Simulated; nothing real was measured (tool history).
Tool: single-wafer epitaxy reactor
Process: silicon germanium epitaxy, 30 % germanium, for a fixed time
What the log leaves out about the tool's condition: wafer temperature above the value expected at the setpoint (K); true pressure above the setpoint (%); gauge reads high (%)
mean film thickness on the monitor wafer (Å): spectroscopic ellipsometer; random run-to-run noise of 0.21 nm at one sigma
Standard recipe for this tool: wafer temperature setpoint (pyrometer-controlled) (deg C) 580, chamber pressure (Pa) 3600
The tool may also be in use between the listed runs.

run    hour  wafer temperature setpoint (pyrometer-controlled) (deg C)  chamber pressure (Pa)  wafers since the last listed run  hours since the last pyrometer calibration  hours since the last manometer calibration  hours since the showerhead was replaced  hours since the gauge calibration  read-back reference wafer on the same gauge, thickness_nm  mean film thickness on the monitor wafer (Å)
  1     0.0                                                        580                   4120                                 0                                       572.4                                      2118.3                                   2679.1                              554.7                                                     48.678                                        432.20
  2    76.6                                                        580                   4120                               936                                       649.0                                      2194.9                                   2755.7                              631.3                                                     48.576                                        430.21
  3   127.3                                                        580                   4120                               619                                       699.7                                      2245.6                                   2806.4                              682.0                                                     48.440                                        432.83
  4   216.8                                                        580                   3213                              1094                                       789.2                                      2335.1                                   2895.9                              771.5                                                     48.582                                        407.84
  5   270.3                                                        580                   3213                               654                                       842.7                                      2388.6                                   2949.4                              825.0                                                     48.363                                        405.60
  6   333.4                                                        580                   3600                               771                                       905.8                                      2451.7                                   3012.5                              888.1                                                     48.483                                        420.00
      361.8  -- gauge calibrated
  7   436.8                                                        580                   3600                              1264                                      1009.2                                      2555.1                                   3115.9                               75.0                                                     49.577                                        425.16
  8   525.8                                                        580                   3600                              1088                                      1098.2                                      2644.1                                   3204.9                              164.0                                                     49.301                                        425.27
      539.5  -- capacitance manometer re-zeroed and calibrated
      551.0  -- showerhead replaced
  9   583.6                                                        580                   3600                               511                                      1156.0                                        44.1                                     32.6                              221.8                                                     49.132                                        419.08
 10   657.2                                                        580                   3600                               899                                      1229.6                                       117.7                                    106.2                              295.4                                                     49.054                                        421.04
 11   944.9                                                        580                   3600                              3517                                      1517.3                                       405.4                                    393.9                              583.1                                                     48.538                                        419.81
 12  1008.1                                                        588                   3600                               772                                      1580.5                                       468.6                                    457.1                              646.3                                                     48.496                                        480.16
 13  1109.3                                                        594                   3866                              1237                                      1681.7                                       569.8                                    558.3                              747.5                                                     48.524                                        538.73
     1145.4  -- gauge calibrated
 14  1205.4                                                        593                   2826                              1174                                      1777.8                                       665.9                                    654.4                               60.0                                                     50.023                                        504.81
     1225.3  -- pyrometer calibrated
 15  1250.1                                                        580                   3600                               448                                        24.8                                       710.6                                    699.1                              104.7                                                     49.742                                        427.69
 16  1356.1                                                        569                   4133                              1295                                       130.8                                       816.6                                    805.1                              210.7                                                     49.286                                        365.85
 17  1415.3                                                        580                   3600                               723                                       190.0                                       875.8                                    864.3                              269.9                                                     49.164                                        421.52
 18  1496.4                                                        576                   3066                               991                                       271.1                                       956.9                                    945.4                              351.0                                                     49.078                                        380.26
 19  1548.7                                                        580                   3853                               639                                       323.4                                      1009.2                                    997.7                              403.3                                                     48.847                                        429.63
 20  1643.8                                                        585                   3600                              1162                                       418.5                                      1104.3                                   1092.8                              498.4                                                     48.854                                        457.23
 21  1700.7                                                        580                   3600                               695                                       475.4                                      1161.2                                   1149.7                              555.3                                                     48.630                                        416.30
 22  1764.1                                                        584                   3600                               775                                       538.8                                      1224.6                                   1213.1                              618.7                                                     48.622                                        446.50

Below are 5 alternative next runs, each starting from the tool's condition after run 22. Predict each:
  A  1764.5                                                        580                   4320                                 4                                       539.2                                      1225.0                                   1213.5                              619.1                                                          ?                                             ?
  B  1764.5                                                        571                   2986                                 4                                       539.2                                      1225.0                                   1213.5                              619.1                                                          ?                                             ?
  C  1764.5                                                        585                   2746                                 4                                       539.2                                      1225.0                                   1213.5                              619.1                                                          ?                                             ?
  D  1764.5                                                        575                   3600                                 4                                       539.2                                      1225.0                                   1213.5                              619.1                                                          ?                                             ?
  E  1764.5                                                        580                   4400                                 4                                       539.2                                      1225.0                                   1213.5                              619.1                                                          ?                                             ?

run  read-back reference wafer on the same gauge, thickness_nm  mean film thickness on the monitor wafer (Å)
  A                                                     48.674                                        436.02
  B                                                     48.674                                        341.10
  C                                                     48.674                                        423.98
  D                                                     48.674                                        382.13
  E                                                     48.674                                        438.18
The same runs, with their run-to-run variation unchanged, on a tool lacking any hidden condition would have given:
run  mean film thickness on the monitor wafer (Å)
  A                                        450.12
  B                                        352.14
  C                                        437.70
  D                                        394.49
  E                                        452.35
